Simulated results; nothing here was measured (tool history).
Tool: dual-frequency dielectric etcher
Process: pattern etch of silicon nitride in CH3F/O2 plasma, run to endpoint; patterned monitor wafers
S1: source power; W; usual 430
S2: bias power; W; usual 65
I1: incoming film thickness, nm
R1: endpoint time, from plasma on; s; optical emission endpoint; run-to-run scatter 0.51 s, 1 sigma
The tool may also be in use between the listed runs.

run   hour   S1  S2    I1    R1
  1    0.0  430  55  60.3  71.0
  2   35.8  430  77  60.8  62.0
  3   53.4  430  77  60.9  62.1
  4   84.7  430  77  61.2  64.0
  5  101.1  430  74  60.3  63.5
  6  119.0  430  74  61.5  64.3
  7  135.2  370  65  60.4  72.1
  8  167.0  370  65  61.1  73.6
  9  191.2  430  65  60.3  68.4
 10  248.7  430  65  60.7  69.0
 11  261.8  430  65  60.9  69.6
 12  291.6  430  65  61.3  70.2
 13  322.3  430  65  61.2  71.1
     347.1  -- wet clean of the chamber
 14  348.7  480  65  61.8  64.7
 15  362.8  500  75  60.9  59.7
 16  378.5  500  80  61.3  59.1
 17  407.7  510  49  60.7  69.7
 18  438.0  430  72  60.3  64.6
 19  450.1  430  65  60.9  68.7
 20  482.7  350  76  61.1  69.1
 21  499.2  340  65  61.7  76.6
 22  517.4  430  65  60.8  68.6
     547.2  -- bias power generator calibrated
 23  547.7  530  59  61.0  66.2
     564.8  -- source power generator calibrated
 24  565.4  430  65  61.1  68.7
 25  588.4  430  65  61.6  69.9
     624.2  -- upper electrode replaced
 26  624.7  390  73  60.6  68.6
 27  642.4  320  65  60.8  79.5
 28  655.7  370  57  60.6  78.0
 29  675.3  390  53  60.9  79.3
 30  709.9  430  78  60.7  65.2
     742.1  -- wet clean of the chamber
 31  742.6  370  71  60.3  67.0
 32  751.7  370  49  60.5  78.9
 33  777.3  380  76  60.8  65.5
 34  807.3  400  80  61.1  64.7
 35  820.6  380  54  61.0  77.3
 36  852.5  480  57  61.0  69.0

A few steps of R1 between consecutive runs. Split each: what settings, incoming material and random variation would produce without the hidden state, and what is left over for the hidden state, along with gauge scatter present in only one of the two compared results (measured, and without hidden state):
Hidden state present: etch rate over this chamber's usual, %; source power that arrives over what is set, %; bias power that arrives over what is set, %.
Run 9 -> 10: settings left as they were, no log entry in between. R1 +0.6 s: hidden state +0.7, all else -0.1.
Run 13 -> 14: S1 430 -> 480, wet clean of the chamber. R1 -6.4 s: hidden state -3.1, all else -3.3.
Run 29 -> 30: S1 390 -> 430, S2 53 -> 78. R1 -14.1 s: hidden state -0.4, all else -13.7.
Run 30 -> 31: S1 430 -> 370, S2 78 -> 71, wet clean of the chamber. R1 +1.8 s: hidden state -3.6, all else +5.4.
Run 32 -> 33: S1 370 -> 380, S2 49 -> 76. R1 -13.4 s: hidden state +0.2, all else -13.6.
Run 34 -> 35: S1 400 -> 380, S2 80 -> 54. R1 +12.6 s: hidden state +0.2, all else +12.4.

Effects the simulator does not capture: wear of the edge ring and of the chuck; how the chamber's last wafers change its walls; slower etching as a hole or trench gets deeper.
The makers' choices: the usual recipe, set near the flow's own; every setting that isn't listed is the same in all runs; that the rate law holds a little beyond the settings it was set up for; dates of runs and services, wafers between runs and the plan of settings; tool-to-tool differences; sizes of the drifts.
